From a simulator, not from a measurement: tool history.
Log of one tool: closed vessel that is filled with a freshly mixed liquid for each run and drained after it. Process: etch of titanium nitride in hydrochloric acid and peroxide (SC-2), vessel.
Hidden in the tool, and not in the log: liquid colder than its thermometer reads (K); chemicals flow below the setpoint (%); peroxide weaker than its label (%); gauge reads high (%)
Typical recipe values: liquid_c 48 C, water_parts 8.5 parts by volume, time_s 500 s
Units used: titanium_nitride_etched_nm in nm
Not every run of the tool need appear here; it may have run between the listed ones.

| run | hour | liquid_c | water_parts | time_s | wafers since the last listed run | hours since the thermometer was replaced | hours since the chemicals flow meter was replaced | hours since the drum of peroxide was connected | hours since the gauge calibration | read-back film thickness of the titanium nitride reference wafer, read on the same gauge (nm) | titanium_nitride_etched_nm |
|---|---|---|---|---|---|---|---|---|---|---|---|
| 1 | 0 | 48 | 8.5 | 500 | 0 | 337 | 494.5 | 6.7 | 1865.2 | 150.01 | 12.86 |
| 2 | 62.5 | 48 | 8.5 | 500 | 6086 | 399.5 | 557 | 69.2 | 1927.7 | 150.02 | 12.87 |
| 3 | 136.4 | 48 | 8.5 | 500 | 7196 | 473.4 | 630.9 | 143.1 | 2001.6 | 150.01 | 12.86 |
| 4 | 224.3 | 48 | 8.5 | 500 | 8559 | 561.3 | 718.8 | 231 | 2089.5 | 150.01 | 12.74 |
| 5 | 321.6 | 48 | 8.5 | 500 | 9475 | 658.6 | 816.1 | 328.3 | 2186.8 | 150.01 | 12.65 |
| 6 | 394.5 | 39 | 8.5 | 305 | 7099 | 731.5 | 889 | 401.2 | 2259.7 | 150 | 4.12 |
| 7 | 434.1 | 45 | 12 | 255 | 3856 | 771.1 | 928.6 | 440.8 | 2299.3 | 150.01 | 3.9 |
| 8 | 474.3 | 48 | 7.5 | 585 | 3914 | 811.3 | 968.8 | 481 | 2339.5 | 149.98 | 16.35 |
|  | 488 | chemicals flow meter replaced |
| 9 | 617.4 | 54.5 | 8.5 | 500 | 13837 | 954.4 | 129.4 | 624.1 | 2482.6 | 149.98 | 19.41 |
| 10 | 687.6 | 48 | 8.5 | 500 | 6836 | 1024.6 | 199.6 | 694.3 | 2552.8 | 150.01 | 12.53 |
|  | 759.1 | thermometer replaced |
|  | 772.6 | new drum of peroxide connected |
| 11 | 782 | 48 | 8.5 | 500 | 8998 | 22.9 | 294 | 9.4 | 2647.2 | 149.99 | 13.15 |
| 12 | 911.6 | 42 | 4.5 | 500 | 12620 | 152.5 | 423.6 | 139 | 2776.8 | 150 | 13.81 |
|  | 955.7 | gauge calibrated |
| 13 | 1011.5 | 54.5 | 8.5 | 500 | 9728 | 252.4 | 523.5 | 238.9 | 55.8 | 150 | 19.99 |
| 14 | 1111.5 | 43 | 12 | 500 | 9738 | 352.4 | 623.5 | 338.9 | 155.8 | 150 | 6.95 |
| 15 | 1163.7 | 52 | 5.5 | 600 | 5083 | 404.6 | 675.7 | 391.1 | 208 | 149.99 | 28.02 |
| 16 | 1201.2 | 48 | 12 | 500 | 3651 | 442.1 | 713.2 | 428.6 | 245.5 | 150.02 | 9.56 |
| 17 | 1276.4 | 52 | 8.5 | 250 | 7323 | 517.3 | 788.4 | 503.8 | 320.7 | 150.01 | 8.28 |
| 18 | 1362.3 | 51 | 8.5 | 720 | 8365 | 603.2 | 874.3 | 589.7 | 406.6 | 150 | 22.4 |
|  | 1438.5 | chemicals flow meter replaced |
| 19 | 1444.8 | 39.5 | 6.5 | 780 | 7936 | 685.7 | 6.3 | 672.2 | 489.1 | 150.02 | 13.49 |
| 20 | 1513.8 | 44 | 8.5 | 500 | 6719 | 754.7 | 75.3 | 741.2 | 558.1 | 149.99 | 9.63 |
| 21 | 1575 | 48 | 5 | 750 | 5959 | 815.9 | 136.5 | 802.4 | 619.3 | 149.99 | 28.24 |
|  | 1600.2 | new drum of peroxide connected |
| 22 | 1668.6 | 48 | 10.5 | 240 | 9017 | 909.5 | 230.1 | 68.4 | 712.9 | 150.02 | 5.01 |
| 23 | 1755.3 | 48 | 12 | 220 | 8443 | 996.2 | 316.8 | 155.1 | 799.6 | 149.99 | 4.12 |
| 24 | 1841 | 44 | 9.5 | 785 | 8345 | 1081.9 | 402.5 | 240.8 | 885.3 | 150.01 | 13.54 |

For run 25, what comes out?
| 25 | 1905.2 | 42 | 8.5 | 500 | 6251 | 1146.1 | 466.7 | 305 | 949.5 | ? | ? |

read-back film thickness of the titanium nitride reference wafer, read on the same gauge (nm): 150.01
titanium_nitride_etched_nm: 8.15 nm
Take away the tool's hidden state, keep the run-to-run variation as it was, and the same run would have given titanium_nitride_etched_nm 8.77 nm.
